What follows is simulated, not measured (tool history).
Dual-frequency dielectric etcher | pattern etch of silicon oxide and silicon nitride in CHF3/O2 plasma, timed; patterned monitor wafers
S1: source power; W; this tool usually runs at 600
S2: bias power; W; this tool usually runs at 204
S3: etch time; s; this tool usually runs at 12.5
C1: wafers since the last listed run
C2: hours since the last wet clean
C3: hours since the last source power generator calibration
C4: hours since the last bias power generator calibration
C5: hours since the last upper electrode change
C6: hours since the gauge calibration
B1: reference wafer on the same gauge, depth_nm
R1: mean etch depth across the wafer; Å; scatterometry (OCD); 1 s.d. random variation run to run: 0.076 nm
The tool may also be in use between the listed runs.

run	hour	S1	S2	S3	C1	C2	C3	C4	C5	C6	B1	R1
1	0	600	204	12.5	0	237.7	5033.7	1254.9	4526.3	82.7	19.8	192.4
2	27	600	204	11.5	438	264.7	5060.7	1281.9	4553.3	109.7	19.8	175.5
3	41	600	204	12.5	227	278.7	5074.7	1295.9	4567.3	123.7	19.83	192.7
4	69.4	600	204	12.5	460	307.1	5103.1	1324.3	4595.7	152.1	19.8	190.7
5	83.9	600	239	12.5	235	321.6	5117.6	1338.8	4610.2	166.6	19.83	198.9
6	106.9	600	239	12.5	373	344.6	5140.6	1361.8	4633.2	189.6	19.78	199.1
7	124	600	204	12.5	277	361.7	5157.7	1378.9	4650.3	206.7	19.79	190.9
8	155.9	600	204	12.5	517	393.6	5189.6	1410.8	4682.2	238.6	19.81	189.8

Expected results for the next run?
9	168.9	470	166	16.5	210	406.6	5202.6	1423.8	4695.2	251.6	?	?

{"run 9": {"B1": 19.8, "R1": 221.8}}
If the tool had no hidden condition, the same run with the same run-to-run variation would have returned R1 227.2 Å.
